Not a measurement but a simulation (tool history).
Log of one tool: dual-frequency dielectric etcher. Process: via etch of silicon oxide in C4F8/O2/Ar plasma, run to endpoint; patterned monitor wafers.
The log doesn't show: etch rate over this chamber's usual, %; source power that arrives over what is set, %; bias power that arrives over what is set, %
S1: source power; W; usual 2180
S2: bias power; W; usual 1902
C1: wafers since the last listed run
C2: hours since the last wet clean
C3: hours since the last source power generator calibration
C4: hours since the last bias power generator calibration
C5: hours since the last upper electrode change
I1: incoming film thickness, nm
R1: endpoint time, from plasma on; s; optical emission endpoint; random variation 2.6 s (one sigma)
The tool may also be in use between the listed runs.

Run 1, hour 0.0: usual settings; C1 0; C2 297.4; C3 4437.2; C4 1839.3; C5 2409.9; I1 1901.5. Result: R1 388.2 s.
At hour 3.6: wet clean of the chamber.
Run 2, hour 18.5: usual settings but S1 1860 W, S2 1681 W; C1 70; C2 14.9; C3 4455.7; C4 1857.8; C5 2428.4; I1 1872.1. Result: R1 409.2 s.
Run 3, hour 34.2: usual settings but S1 1860 W, S2 1681 W; C1 74; C2 30.6; C3 4471.4; C4 1873.5; C5 2444.1; I1 1898.0. Result: R1 417.3 s.
Run 4, hour 60.1: usual settings but S1 1860 W, S2 1681 W; C1 123; C2 56.5; C3 4497.3; C4 1899.4; C5 2470.0; I1 1881.7. Result: R1 419.9 s.
Run 5, hour 86.3: usual settings; C1 124; C2 82.7; C3 4523.5; C4 1925.6; C5 2496.2; I1 1904.7. Result: R1 366.7 s.
Run 6, hour 121.4: usual settings; C1 166; C2 117.8; C3 4558.6; C4 1960.7; C5 2531.3; I1 1914.9. Result: R1 378.2 s.
Run 7, hour 133.6: usual settings; C1 58; C2 130.0; C3 4570.8; C4 1972.9; C5 2543.5; I1 1892.2. Result: R1 369.6 s.
Run 8, hour 155.6: usual settings; C1 104; C2 152.0; C3 4592.8; C4 1994.9; C5 2565.5; I1 1879.7. Result: R1 373.0 s.
Run 9, hour 189.5: usual settings but S2 2206 W; C1 161; C2 185.9; C3 4626.7; C4 2028.8; C5 2599.4; I1 1884.9. Result: R1 357.1 s.
Run 10, hour 212.1: usual settings; C1 107; C2 208.5; C3 4649.3; C4 2051.4; C5 2622.0; I1 1869.1. Result: R1 371.5 s.
At hour 221.4: source power generator calibrated.
Run 11, hour 258.4: usual settings but S1 2570 W; C1 201; C2 254.8; C3 37.0; C4 2097.7; C5 2668.3; I1 1893.1. Result: R1 342.6 s.
Run 12, hour 279.3: usual settings but S1 1710 W; C1 99; C2 275.7; C3 57.9; C4 2118.6; C5 2689.2; I1 1886.5. Result: R1 449.8 s.
At hour 319.0: wet clean of the chamber.
At hour 333.7: bias power generator calibrated.
At hour 390.1: upper electrode replaced.
Run 13, hour 390.6: usual settings but S1 2490 W, S2 2161 W; C1 282; C2 71.6; C3 169.2; C4 56.9; C5 0.5; I1 1885.0. Result: R1 331.7 s.
Run 14, hour 413.3: usual settings; C1 107; C2 94.3; C3 191.9; C4 79.6; C5 23.2; I1 1876.3. Result: R1 370.6 s.
Run 15, hour 515.0: usual settings but S1 1850 W, S2 1546 W; C1 483; C2 196.0; C3 293.6; C4 181.3; C5 124.9; I1 1879.0. Result: R1 441.0 s.
Run 16, hour 548.2: usual settings but S1 1710 W, S2 1486 W; C1 157; C2 229.2; C3 326.8; C4 214.5; C5 158.1; I1 1902.5. Result: R1 478.0 s.
Run 17, hour 580.6: usual settings but S1 1910 W, S2 2146 W; C1 154; C2 261.6; C3 359.2; C4 246.9; C5 190.5; I1 1896.3. Result: R1 397.5 s.
Run 18, hour 599.2: usual settings but S1 1840 W, S2 2315 W; C1 88; C2 280.2; C3 377.8; C4 265.5; C5 209.1; I1 1884.9. Result: R1 402.9 s.

Measured less the same run without the tool's hidden state. The same run-to-run variation is in both; the gauge's scatter may not be:
run     R1
  1  +17.7
  2   -2.3
  3   -1.5
  4   +0.2
  5   +1.6
  6   +3.7
  7   +4.3
  8   +5.6
  9   +7.1
 10   +8.7
 11  +10.4
 12  +15.1
 13   +2.9
 14   +4.6
 15  +12.2
 16  +15.6
 17  +14.9
 18  +16.3
